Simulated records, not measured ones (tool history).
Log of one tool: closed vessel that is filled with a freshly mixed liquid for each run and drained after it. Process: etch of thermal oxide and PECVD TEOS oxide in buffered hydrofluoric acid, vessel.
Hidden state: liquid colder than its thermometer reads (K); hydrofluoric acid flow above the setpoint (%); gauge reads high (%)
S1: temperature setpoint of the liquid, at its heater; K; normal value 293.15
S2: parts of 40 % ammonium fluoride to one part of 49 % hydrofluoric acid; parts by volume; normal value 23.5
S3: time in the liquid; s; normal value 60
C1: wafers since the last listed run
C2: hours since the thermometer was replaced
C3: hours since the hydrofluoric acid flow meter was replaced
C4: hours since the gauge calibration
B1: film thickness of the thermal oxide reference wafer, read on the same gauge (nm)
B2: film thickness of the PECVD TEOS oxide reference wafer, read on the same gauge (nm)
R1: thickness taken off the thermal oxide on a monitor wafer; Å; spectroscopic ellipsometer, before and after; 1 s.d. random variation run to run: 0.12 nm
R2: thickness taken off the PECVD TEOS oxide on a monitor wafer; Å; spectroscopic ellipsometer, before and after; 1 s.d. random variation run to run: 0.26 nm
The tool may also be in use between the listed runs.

run	hour	S1	S2	S3	C1	C2	C3	C4	B1	B2	R1	R2
1	0	293.15	23.5	75	0	2823.3	1517.6	259.2	99.97	140.01	296	519.6
2	11.4	293.15	23.5	75	994	2834.7	1529	270.6	100.01	140	296.1	520.5
3	18	293.15	23.5	75	575	2841.3	1535.6	277.2	100.01	140	296.4	521.8
4	24.5	293.15	23.5	60	567	2847.8	1542.1	283.7	100	140.02	235.3	418.9
5	39	293.15	27.5	60	1264	2862.3	1556.6	298.2	100	140.01	213	375.4
# hour 48: thermometer replaced
6	51.8	296.15	23.5	70	1029	3.8	1569.4	311	100.01	140	364.7	637.6
7	62.4	296.15	23.5	70	924	14.4	1580	321.6	100	140.02	364.1	649.6
8	72.7	296.15	23.5	70	898	24.7	1590.3	331.9	100	140.01	364	643.3
9	82.8	297.65	23.5	60	881	34.8	1600.4	342	99.98	140.02	338.1	604.4
10	100.5	295.15	23.5	35	1544	52.5	1618.1	359.7	99.99	140.01	174.5	302.3
# hour 114.5: hydrofluoric acid flow meter replaced
11	115	293.15	23.5	60	1177	67	0.5	374.2	100.03	140	244	428.3
12	129.8	293.15	30	60	1291	81.8	15.3	389	100	139.98	206.7	362
13	137.1	290.15	30	30	636	89.1	22.6	396.3	99.98	139.99	87.7	153.2
# hour 141.3: gauge calibrated
14	154.8	293.15	26.5	95	1544	106.8	40.3	13.5	100	139.99	353.7	625
15	165.4	290.15	20	90	924	117.4	50.9	24.1	100.01	140.02	342.5	613.5
16	180.9	293.15	23.5	60	1352	132.9	66.4	39.6	100	139.99	244.9	431.9
17	197.5	291.15	23.5	60	1448	149.5	83	56.2	99.99	140.01	218.6	383.7
18	203.9	293.15	23.5	60	558	155.9	89.4	62.6	100	140.01	243.1	428.6
19	220.9	290.15	23.5	30	1482	172.9	106.4	79.6	99.99	139.99	102.8	183
20	235.8	293.15	23.5	60	1299	187.8	121.3	94.5	99.99	139.98	243.5	430.5
21	244	290.15	23.5	80	715	196	129.5	102.7	100	140	273.3	484.3
22	252.2	293.15	23.5	60	715	204.2	137.7	110.9	100.01	140.02	243.5	435.6
23	268.2	290.15	23.5	80	1395	220.2	153.7	126.9	99.99	140	277.4	486.3
24	285.7	295.15	29.5	80	1526	237.7	171.2	144.4	99.98	140.01	311.8	547.9
25	298.8	291.15	27.5	35	1142	250.8	184.3	157.5	99.98	140.01	114.6	202.6
26	316.4	294.65	29	35	1535	268.4	201.9	175.1	99.99	140	133.9	234.5
27	326.2	293.15	23.5	60	854	278.2	211.7	184.9	99.99	140.01	246	432.6

3 ways to go on from here, each from the tool as it stands after run 27. What would each give?
A	326.9	293.15	28.5	60	61	278.9	212.4	185.6	?	?	?	?
B	326.9	293.15	23.5	30	61	278.9	212.4	185.6	?	?	?	?
C	326.9	293.15	19	60	61	278.9	212.4	185.6	?	?	?	?

run	B1	B2	R1	R2
A	100.01	140	214.2	376.6
B	100.01	140	122.4	215.2
C	100.01	140	289.5	509
What these runs would have given with no unlogged condition in the tool:
run	R1	R2
A	219.9	386.7
B	125.6	220.9
C	295.4	519.5
